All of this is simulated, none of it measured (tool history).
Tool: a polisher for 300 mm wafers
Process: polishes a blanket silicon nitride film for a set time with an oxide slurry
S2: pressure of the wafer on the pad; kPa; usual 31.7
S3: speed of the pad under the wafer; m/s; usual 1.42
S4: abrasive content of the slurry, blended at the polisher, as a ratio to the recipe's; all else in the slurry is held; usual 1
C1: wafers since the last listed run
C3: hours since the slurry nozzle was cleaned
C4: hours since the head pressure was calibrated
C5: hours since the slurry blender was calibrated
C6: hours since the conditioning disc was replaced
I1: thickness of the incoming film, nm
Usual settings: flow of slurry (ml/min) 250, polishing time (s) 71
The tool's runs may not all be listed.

run 1 hour=0 | flow_of_slurry_(ml/min)=250 S2=31.7 S3=1.62 S4=1 polishing_time_(s)=64 | C1=0 wafers_polished_on_this_pad=107 C3=490.3 C4=1073.6 C5=314.9 C6=126.5 | I1=394.5 | film_removed_(nm)=87.7
run 2 hour=8.4 | flow_of_slurry_(ml/min)=250 S2=31.7 S3=1.62 S4=1 polishing_time_(s)=64 | C1=98 wafers_polished_on_this_pad=206 C3=498.7 C4=1082 C5=323.3 C6=134.9 | I1=407.2 | film_removed_(nm)=86.6
run 3 hour=18.4 | flow_of_slurry_(ml/min)=250 S2=31.7 S3=1.42 S4=1 polishing_time_(s)=71 | C1=117 wafers_polished_on_this_pad=323 C3=508.7 C4=1092 C5=333.3 C6=144.9 | I1=401.1 | film_removed_(nm)=87
-- hour=36 slurry nozzle cleaned
run 4 hour=36.5 | flow_of_slurry_(ml/min)=250 S2=31.7 S3=1.12 S4=1 polishing_time_(s)=71 | C1=200 wafers_polished_on_this_pad=523 C3=0.5 C4=1110.1 C5=351.4 C6=163 | I1=396.6 | film_removed_(nm)=76.3
run 5 hour=49.5 | flow_of_slurry_(ml/min)=250 S2=31.7 S3=1.12 S4=1 polishing_time_(s)=71 | C1=152 wafers_polished_on_this_pad=676 C3=13.5 C4=1123.1 C5=364.4 C6=176 | I1=398.4 | film_removed_(nm)=77.2
run 6 hour=57.2 | flow_of_slurry_(ml/min)=250 S2=31.7 S3=1.42 S4=1 polishing_time_(s)=61 | C1=90 wafers_polished_on_this_pad=766 C3=21.2 C4=1130.8 C5=372.1 C6=183.7 | I1=392.2 | film_removed_(nm)=77.1
run 7 hour=69.9 | flow_of_slurry_(ml/min)=250 S2=31.7 S3=1.42 S4=1 polishing_time_(s)=61 | C1=148 wafers_polished_on_this_pad=915 C3=33.9 C4=1143.5 C5=384.8 C6=196.4 | I1=398 | film_removed_(nm)=77.8
run 8 hour=84.9 | flow_of_slurry_(ml/min)=250 S2=31.7 S3=1.26 S4=1 polishing_time_(s)=71 | C1=175 wafers_polished_on_this_pad=1091 C3=48.9 C4=1158.5 C5=399.8 C6=211.4 | I1=395.5 | film_removed_(nm)=81.3
-- hour=92.5 worn pad replaced by a new one
-- hour=100.6 conditioning disc replaced and pad reconditioned
run 9 hour=101.1 | flow_of_slurry_(ml/min)=250 S2=22.1 S3=1.42 S4=0.85 polishing_time_(s)=71 | C1=119 wafers_polished_on_this_pad=77 C3=65.1 C4=1174.7 C5=416 C6=0.5 | I1=394.1 | film_removed_(nm)=63.1
-- hour=110.1 head pressure recalibrated
run 10 hour=113.8 | flow_of_slurry_(ml/min)=250 S2=31.7 S3=1.08 S4=1.1 polishing_time_(s)=71 | C1=125 wafers_polished_on_this_pad=202 C3=77.8 C4=3.7 C5=428.7 C6=13.2 | I1=402.3 | film_removed_(nm)=78.5
run 11 hour=128.4 | flow_of_slurry_(ml/min)=195 S2=22.1 S3=1.42 S4=1 polishing_time_(s)=79 | C1=171 wafers_polished_on_this_pad=373 C3=92.4 C4=18.3 C5=443.3 C6=27.8 | I1=399.6 | film_removed_(nm)=76.3
run 12 hour=145.9 | flow_of_slurry_(ml/min)=330 S2=31.7 S3=1.42 S4=0.75 polishing_time_(s)=71 | C1=205 wafers_polished_on_this_pad=578 C3=109.9 C4=35.8 C5=460.8 C6=45.3 | I1=406.8 | film_removed_(nm)=76.5
-- hour=152.1 slurry blender recalibrated
run 13 hour=163.5 | flow_of_slurry_(ml/min)=250 S2=31.7 S3=1.14 S4=0.7 polishing_time_(s)=81 | C1=182 wafers_polished_on_this_pad=761 C3=127.5 C4=53.4 C5=11.4 C6=62.9 | I1=397.2 | film_removed_(nm)=68.8
run 14 hour=172.7 | flow_of_slurry_(ml/min)=250 S2=31.7 S3=1.42 S4=1 polishing_time_(s)=80 | C1=107 wafers_polished_on_this_pad=869 C3=136.7 C4=62.6 C5=20.6 C6=72.1 | I1=397.2 | film_removed_(nm)=104.3
run 15 hour=185.5 | flow_of_slurry_(ml/min)=250 S2=31.7 S3=1.42 S4=1 polishing_time_(s)=95 | C1=149 wafers_polished_on_this_pad=1019 C3=149.5 C4=75.4 C5=33.4 C6=84.9 | I1=397.7 | film_removed_(nm)=122.9
-- hour=214.6 worn pad replaced by a new one
run 16 hour=230.4 | flow_of_slurry_(ml/min)=305 S2=31.7 S3=1.62 S4=1.2 polishing_time_(s)=53 | C1=479 wafers_polished_on_this_pad=185 C3=194.4 C4=120.3 C5=78.3 C6=129.8 | I1=399.2 | film_removed_(nm)=82.6
run 17 hour=238.8 | flow_of_slurry_(ml/min)=195 S2=31.7 S3=1.42 S4=1 polishing_time_(s)=82 | C1=98 wafers_polished_on_this_pad=283 C3=202.8 C4=128.7 C5=86.7 C6=138.2 | I1=406.8 | film_removed_(nm)=101
run 18 hour=263.8 | flow_of_slurry_(ml/min)=250 S2=31.7 S3=1.42 S4=1 polishing_time_(s)=71 | C1=292 wafers_polished_on_this_pad=576 C3=227.8 C4=153.7 C5=111.7 C6=163.2 | I1=402.3 | film_removed_(nm)=90.8
run 19 hour=276.5 | flow_of_slurry_(ml/min)=250 S2=31.7 S3=1.42 S4=1 polishing_time_(s)=71 | C1=148 wafers_polished_on_this_pad=725 C3=240.5 C4=166.4 C5=124.4 C6=175.9 | I1=406.4 | film_removed_(nm)=89.7
-- hour=278.8 conditioning disc replaced and pad reconditioned
run 20 hour=286.5 | flow_of_slurry_(ml/min)=185 S2=31.7 S3=1.16 S4=1 polishing_time_(s)=71 | C1=93 wafers_polished_on_this_pad=819 C3=250.5 C4=176.4 C5=134.4 C6=7.7 | I1=399.8 | film_removed_(nm)=73.2
run 21 hour=303.4 | flow_of_slurry_(ml/min)=250 S2=31.7 S3=1.42 S4=1.3 polishing_time_(s)=51 | C1=198 wafers_polished_on_this_pad=1017 C3=267.4 C4=193.3 C5=151.3 C6=24.6 | I1=400.2 | film_removed_(nm)=75.8
-- hour=320 worn pad replaced by a new one
run 22 hour=321.2 | flow_of_slurry_(ml/min)=285 S2=35.9 S3=1.42 S4=1 polishing_time_(s)=71 | C1=161 wafers_polished_on_this_pad=14 C3=285.2 C4=211.1 C5=169.1 C6=42.4 | I1=401.1 | film_removed_(nm)=102.1
run 23 hour=336 | flow_of_slurry_(ml/min)=250 S2=25.5 S3=1.42 S4=1 polishing_time_(s)=71 | C1=173 wafers_polished_on_this_pad=187 C3=300 C4=225.9 C5=183.9 C6=57.2 | I1=402 | film_removed_(nm)=75
run 24 hour=353.8 | flow_of_slurry_(ml/min)=250 S2=31.7 S3=1.62 S4=1 polishing_time_(s)=64 | C1=208 wafers_polished_on_this_pad=396 C3=317.8 C4=243.7 C5=201.7 C6=75 | I1=397.5 | film_removed_(nm)=90.1
run 25 hour=367.6 | flow_of_slurry_(ml/min)=250 S2=36.5 S3=1.42 S4=0.7 polishing_time_(s)=71 | C1=161 wafers_polished_on_this_pad=557 C3=331.6 C4=257.5 C5=215.5 C6=88.8 | I1=405.2 | film_removed_(nm)=77.3
run 26 hour=379.7 | flow_of_slurry_(ml/min)=280 S2=31.7 S3=1.04 S4=0.85 polishing_time_(s)=71 | C1=141 wafers_polished_on_this_pad=699 C3=343.7 C4=269.6 C5=227.6 C6=100.9 | I1=399.3 | film_removed_(nm)=63.5
run 27 hour=423.5 | flow_of_slurry_(ml/min)=250 S2=38.6 S3=1.9 S4=1 polishing_time_(s)=71 | C1=513 wafers_polished_on_this_pad=1212 C3=387.5 C4=313.4 C5=271.4 C6=144.7 | I1=396.4 | film_removed_(nm)=132.1

3 ways to go on from here, each from the tool as it stands after run 27. What would each give?
run A hour=423.9 | flow_of_slurry_(ml/min)=250 S2=31.7 S3=1.42 S4=1 polishing_time_(s)=71 | C1=4 wafers_polished_on_this_pad=1217 C3=387.9 C4=313.8 C5=271.8 C6=145.1 | I1=399.8 | film_removed_(nm)=?
run B hour=423.9 | flow_of_slurry_(ml/min)=315 S2=31.7 S3=1.42 S4=1 polishing_time_(s)=71 | C1=4 wafers_polished_on_this_pad=1217 C3=387.9 C4=313.8 C5=271.8 C6=145.1 | I1=399.8 | film_removed_(nm)=?
run C hour=423.9 | flow_of_slurry_(ml/min)=250 S2=27.6 S3=1.42 S4=1.15 polishing_time_(s)=57 | C1=4 wafers_polished_on_this_pad=1217 C3=387.9 C4=313.8 C5=271.8 C6=145.1 | I1=399.8 | film_removed_(nm)=?

run=A film_removed_(nm)=89.4
run=B film_removed_(nm)=91.9
run=C film_removed_(nm)=69.3
Without the tool's hidden state the same runs would have given:
run=A film_removed_(nm)=92.7
run=B film_removed_(nm)=94.7
run=C film_removed_(nm)=71.9
